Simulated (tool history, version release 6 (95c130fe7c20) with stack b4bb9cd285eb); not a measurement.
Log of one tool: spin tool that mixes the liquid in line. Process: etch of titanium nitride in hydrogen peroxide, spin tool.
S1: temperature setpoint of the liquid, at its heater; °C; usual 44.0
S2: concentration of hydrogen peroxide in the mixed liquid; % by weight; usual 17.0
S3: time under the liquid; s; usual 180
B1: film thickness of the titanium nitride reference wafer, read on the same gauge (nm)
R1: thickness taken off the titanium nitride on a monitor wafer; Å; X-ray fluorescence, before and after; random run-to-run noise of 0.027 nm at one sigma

Run 1, hour 0.0: usual settings but S2 19.5 % by weight, S3 215 s; B1 80.04. Result: R1 85.2 Å.
Run 2, hour 16.7: usual settings but S1 46.5 °C; B1 79.98. Result: R1 83.2 Å.
Run 3, hour 30.1: usual settings but S1 42.0 °C; B1 79.99. Result: R1 59.6 Å.
Run 4, hour 122.8: usual settings but S1 42.0 °C; B1 79.96. Result: R1 59.7 Å.
Run 5, hour 137.0: usual settings but S1 38.5 °C, S3 135 s; B1 80.01. Result: R1 34.3 Å.
Run 6, hour 166.6: usual settings but S1 38.5 °C, S3 135 s; B1 80.03. Result: R1 34.5 Å.
Run 7, hour 186.8: usual settings but S1 38.5 °C, S3 135 s; B1 79.99. Result: R1 34.5 Å.
Run 8, hour 209.0: usual settings but S2 14.5 % by weight, S3 205 s; B1 79.97. Result: R1 77.0 Å.
Run 9, hour 292.7: usual settings but S2 14.5 % by weight, S3 205 s; B1 80.01. Result: R1 77.2 Å.
Run 10, hour 319.2: usual settings but S1 40.0 °C; B1 80.01. Result: R1 51.8 Å.
At hour 343.1: thermometer replaced.
Run 11, hour 357.7: usual settings but S1 40.0 °C; B1 80.01. Result: R1 48.3 Å.
At hour 360.6: gauge calibrated.
Run 12, hour 380.7: usual settings; B1 79.98. Result: R1 65.6 Å.
At hour 413.8: heated supply line repaired.
Run 13, hour 450.2: usual settings but S1 38.5 °C, S2 21.5 % by weight, S3 260 s; B1 80.00. Result: R1 65.5 Å.
Run 14, hour 469.6: usual settings but S1 36.0 °C, S2 14.0 % by weight, S3 215 s; B1 80.03. Result: R1 40.7 Å.
Run 15, hour 493.1: usual settings; B1 79.99. Result: R1 65.8 Å.
At hour 501.8: new drum of peroxide connected.
At hour 525.7: peroxide flow meter replaced.
Run 16, hour 526.2: usual settings but S1 35.0 °C, S3 255 s; B1 79.97. Result: R1 47.4 Å.
Run 17, hour 544.1: usual settings but S1 35.0 °C, S2 19.5 % by weight, S3 110 s; B1 79.99. Result: R1 21.0 Å.
Run 18, hour 565.6: usual settings but S1 54.0 °C, S2 15.5 % by weight; B1 79.98. Result: R1 136.1 Å.
Run 19, hour 580.0: usual settings but S1 53.0 °C, S3 275 s; B1 80.01. Result: R1 196.8 Å.
Run 20, hour 610.4: usual settings; B1 80.02. Result: R1 67.0 Å.
Run 21, hour 633.6: usual settings but S2 21.0 % by weight, S3 145 s; B1 80.02. Result: R1 56.5 Å.
Run 22, hour 667.6: usual settings but S1 53.5 °C, S2 19.5 % by weight; B1 80.01. Result: R1 137.6 Å.
Run 23, hour 697.0: usual settings; B1 80.03. Result: R1 66.8 Å.

Below are 3 alternative next runs, each starting from the tool's condition after run 23. Predict each:
Run A, hour 697.5: usual settings but S2 14.0 % by weight; B1 ?. Result: R1 ?.
Run B, hour 697.5: usual settings but S1 37.0 °C; B1 ?. Result: R1 ?.
Run C, hour 697.5: usual settings but S1 53.0 °C, S2 12.0 % by weight, S3 250 s; B1 ?. Result: R1 ?.

run     B1     R1
  A  79.99   64.1
  B  79.99   39.0
  C  79.99  165.9
With the hidden condition removed and each run's random variation left untouched, the same runs would have given:
run     R1
  A   63.2
  B   38.5
  C  163.7
